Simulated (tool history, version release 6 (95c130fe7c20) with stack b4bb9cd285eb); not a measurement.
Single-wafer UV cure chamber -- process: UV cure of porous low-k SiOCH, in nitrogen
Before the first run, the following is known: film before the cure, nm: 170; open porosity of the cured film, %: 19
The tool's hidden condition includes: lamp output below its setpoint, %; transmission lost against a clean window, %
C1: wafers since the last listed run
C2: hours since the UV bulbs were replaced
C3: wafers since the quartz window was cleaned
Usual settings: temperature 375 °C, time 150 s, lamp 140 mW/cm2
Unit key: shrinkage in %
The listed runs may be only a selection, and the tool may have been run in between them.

Run 1, hour 0: usual settings but temperature 380 °C; C1 0; C2 1035.2; C3 1143. Result: shrinkage 10.692 %.
Run 2, hour 6.8: usual settings but time 130 s; C1 44; C2 1042; C3 1188. Result: shrinkage 9.874 %.
Run 3, hour 24.6: usual settings but time 130 s; C1 117; C2 1059.8; C3 1305. Result: shrinkage 9.911 %.
Run 4, hour 34.8: usual settings; C1 67; C2 1070; C3 1372. Result: shrinkage 10.681 %.
Run 5, hour 45.9: usual settings; C1 73; C2 1081.1; C3 1445. Result: shrinkage 10.448 %.
At hour 62.3: UV bulbs replaced.
Run 6, hour 62.8: usual settings; C1 58; C2 0.5; C3 1504. Result: shrinkage 10.442 %.
Run 7, hour 67.5: usual settings; C1 30; C2 5.2; C3 1535. Result: shrinkage 10.296 %.
Run 8, hour 75.7: usual settings; C1 54; C2 13.4; C3 1589. Result: shrinkage 10.337 %.
Run 9, hour 83.4: usual settings; C1 50; C2 21.1; C3 1640. Result: shrinkage 10.188 %.
At hour 93.9: quartz window cleaned.
Run 10, hour 100.5: usual settings; C1 59; C2 38.2; C3 43. Result: shrinkage 11.097 %.
Run 11, hour 112.6: usual settings but time 65 s; C1 79; C2 50.3; C3 123. Result: shrinkage 7.582 %.
Run 12, hour 130.2: usual settings; C1 116; C2 67.9; C3 239. Result: shrinkage 11.132 %.
Run 13, hour 144.7: usual settings but temperature 364 °C, time 75 s, lamp 158 mW/cm2; C1 95; C2 82.4; C3 335. Result: shrinkage 8.421 %.
Run 14, hour 158.7: usual settings but temperature 355 °C, lamp 162 mW/cm2; C1 92; C2 96.4; C3 427. Result: shrinkage 11.306 %.
Run 15, hour 172.5: usual settings but time 185 s; C1 90; C2 110.2; C3 518. Result: shrinkage 12.049 %.
Run 16, hour 181: usual settings but temperature 356 °C, lamp 175 mW/cm2; C1 56; C2 118.7; C3 574. Result: shrinkage 11.426 %.
Run 17, hour 192.2: usual settings but lamp 168 mW/cm2; C1 73; C2 129.9; C3 648. Result: shrinkage 11.654 %.
Run 18, hour 198.3: usual settings; C1 40; C2 136; C3 688. Result: shrinkage 10.992 %.

Pick out some run-to-run changes in shrinkage. Of each, how much would a tool without hidden state show as well, from the settings, what came in and chance, and how much is left for the hidden state and any gauge scatter not in both results compared?
Run 9 -> 10: quartz window cleaned. shrinkage +0.909 %: hidden state +0.845, all else +0.064.
Run 11 -> 12: time 65 -> 150. shrinkage +3.55 %: hidden state -0.076, all else +3.626.
